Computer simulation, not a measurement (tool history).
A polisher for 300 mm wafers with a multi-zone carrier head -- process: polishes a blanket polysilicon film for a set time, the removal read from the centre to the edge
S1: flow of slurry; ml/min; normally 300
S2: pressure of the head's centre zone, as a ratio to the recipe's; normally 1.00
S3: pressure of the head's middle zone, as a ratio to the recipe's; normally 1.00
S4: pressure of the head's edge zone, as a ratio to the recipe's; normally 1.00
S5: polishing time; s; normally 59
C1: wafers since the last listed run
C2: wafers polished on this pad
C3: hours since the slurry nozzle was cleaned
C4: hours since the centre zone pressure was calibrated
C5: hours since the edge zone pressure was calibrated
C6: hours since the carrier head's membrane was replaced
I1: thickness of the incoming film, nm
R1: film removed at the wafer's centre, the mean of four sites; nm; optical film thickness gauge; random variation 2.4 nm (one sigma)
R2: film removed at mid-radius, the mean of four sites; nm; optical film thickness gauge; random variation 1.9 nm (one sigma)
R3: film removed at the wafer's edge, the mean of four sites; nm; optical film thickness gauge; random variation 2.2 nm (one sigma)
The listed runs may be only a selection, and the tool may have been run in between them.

Run 1, hour 0.0: usual settings; C1 0; C2 614; C3 167.2; C4 580.0; C5 17.3; C6 926.9; I1 2143.8. Result: R1 258.8 nm, R2 262.6 nm, R3 251.6 nm.
Run 2, hour 30.7: usual settings but S4 1.06; C1 244; C2 859; C3 197.9; C4 610.7; C5 48.0; C6 957.6; I1 2111.1. Result: R1 251.2 nm, R2 260.8 nm, R3 258.5 nm.
Run 3, hour 49.8: usual settings; C1 152; C2 1011; C3 217.0; C4 629.8; C5 67.1; C6 976.7; I1 2125.9. Result: R1 252.2 nm, R2 259.5 nm, R3 249.2 nm.
Run 4, hour 64.9: usual settings; C1 120; C2 1131; C3 232.1; C4 644.9; C5 82.2; C6 991.8; I1 2173.7. Result: R1 251.7 nm, R2 255.9 nm, R3 252.8 nm.
At hour 82.8: worn pad replaced by a new one.
Run 5, hour 83.5: usual settings but S3 0.90, S4 1.09; C1 116; C2 5; C3 250.7; C4 663.5; C5 100.8; C6 1010.4; I1 2114.7. Result: R1 276.8 nm, R2 266.2 nm, R3 290.2 nm.
Run 6, hour 111.4: usual settings but S4 1.05, S5 76 s; C1 222; C2 227; C3 278.6; C4 691.4; C5 128.7; C6 1038.3; I1 2093.2. Result: R1 341.4 nm, R2 353.4 nm, R3 354.5 nm.
At hour 128.9: centre zone pressure recalibrated.
Run 7, hour 142.9: usual settings; C1 234; C2 462; C3 310.1; C4 14.0; C5 160.2; C6 1069.8; I1 2150.2. Result: R1 260.8 nm, R2 267.1 nm, R3 260.5 nm.
Run 8, hour 155.4: usual settings; C1 99; C2 561; C3 322.6; C4 26.5; C5 172.7; C6 1082.3; I1 2129.3. Result: R1 253.9 nm, R2 264.9 nm, R3 256.1 nm.
Run 9, hour 189.0: usual settings; C1 267; C2 829; C3 356.2; C4 60.1; C5 206.3; C6 1115.9; I1 2133.5. Result: R1 254.8 nm, R2 260.1 nm, R3 251.8 nm.
Run 10, hour 216.1: usual settings; C1 215; C2 1045; C3 383.3; C4 87.2; C5 233.4; C6 1143.0; I1 2147.8. Result: R1 248.8 nm, R2 259.4 nm, R3 247.3 nm.
At hour 219.9: slurry nozzle cleaned.
At hour 233.2: carrier head's membrane replaced by a new one.
At hour 245.0: worn pad replaced by a new one.
Run 11, hour 245.4: usual settings; C1 153; C2 3; C3 25.5; C4 116.5; C5 262.7; C6 12.2; I1 2131.5. Result: R1 285.1 nm, R2 287.9 nm, R3 280.2 nm.
Run 12, hour 267.8: usual settings but S3 1.04, S5 49 s; C1 178; C2 181; C3 47.9; C4 138.9; C5 285.1; C6 34.6; I1 2099.8. Result: R1 227.1 nm, R2 241.2 nm, R3 221.0 nm.
Run 13, hour 302.9: usual settings but S3 0.95; C1 279; C2 461; C3 83.0; C4 174.0; C5 320.2; C6 69.7; I1 2119.0. Result: R1 259.2 nm, R2 257.6 nm, R3 260.4 nm.
Run 14, hour 318.2: usual settings; C1 121; C2 582; C3 98.3; C4 189.3; C5 335.5; C6 85.0; I1 2133.1. Result: R1 260.0 nm, R2 265.2 nm, R3 259.3 nm.
Run 15, hour 335.1: usual settings but S1 265 ml/min; C1 134; C2 717; C3 115.2; C4 206.2; C5 352.4; C6 101.9; I1 2109.8. Result: R1 249.1 nm, R2 258.9 nm, R3 249.8 nm.
Run 16, hour 369.6: usual settings; C1 274; C2 992; C3 149.7; C4 240.7; C5 386.9; C6 136.4; I1 2142.2. Result: R1 253.0 nm, R2 259.2 nm, R3 251.8 nm.
At hour 390.3: worn pad replaced by a new one.
Run 17, hour 391.6: usual settings but S3 1.09, S4 1.08; C1 143; C2 10; C3 171.7; C4 262.7; C5 408.9; C6 158.4; I1 2154.3. Result: R1 283.7 nm, R2 313.7 nm, R3 291.4 nm.
Run 18, hour 421.4: usual settings but S2 0.95, S3 1.03, S5 54 s; C1 237; C2 247; C3 201.5; C4 292.5; C5 438.7; C6 188.2; I1 2115.4. Result: R1 240.3 nm, R2 259.7 nm, R3 242.9 nm.
Run 19, hour 441.5: usual settings but S3 0.93, S5 45 s; C1 160; C2 407; C3 221.6; C4 312.6; C5 458.8; C6 208.3; I1 2153.6. Result: R1 198.0 nm, R2 194.5 nm, R3 201.1 nm.
Run 20, hour 456.2: usual settings but S1 380 ml/min, S3 1.08, S5 67 s; C1 117; C2 524; C3 236.3; C4 327.3; C5 473.5; C6 223.0; I1 2108.2. Result: R1 302.4 nm, R2 336.0 nm, R3 297.5 nm.
Run 21, hour 475.5: usual settings but S2 1.10, S3 0.93, S4 1.10, S5 42 s; C1 153; C2 678; C3 255.6; C4 346.6; C5 492.8; C6 242.3; I1 2096.8. Result: R1 192.7 nm, R2 178.2 nm, R3 194.6 nm.

Results for each run, recomputed without the tool's hidden state and with each run's random variation untouched:
Unlogged tool condition in this case: removal rate lost through wear of the pad, %; slurry flow missing at the pad, %; deviation of the centre zone's pressure from its setpoint, %; deviation of the edge zone's pressure from its setpoint, %.
run     R1     R2     R3
  1  289.7  293.8  281.6
  2  284.9  295.8  293.1
  3  287.5  295.8  284.0
  4  287.7  292.6  289.1
  5  283.0  272.2  296.8
  6  365.8  378.6  379.8
  7  288.5  295.6  288.2
  8  283.4  295.7  285.8
  9  289.0  294.9  285.5
 10  284.2  296.3  282.4
 11  289.4  292.2  284.4
 12  239.6  254.5  233.2
 13  284.2  282.5  285.5
 14  288.1  294.0  287.3
 15  278.5  289.5  279.3
 16  286.3  293.3  284.9
 17  288.1  318.5  295.8
 18  256.1  276.7  258.7
 19  215.5  211.7  218.9
 20  333.0  369.9  327.6
 21  214.7  198.5  216.8

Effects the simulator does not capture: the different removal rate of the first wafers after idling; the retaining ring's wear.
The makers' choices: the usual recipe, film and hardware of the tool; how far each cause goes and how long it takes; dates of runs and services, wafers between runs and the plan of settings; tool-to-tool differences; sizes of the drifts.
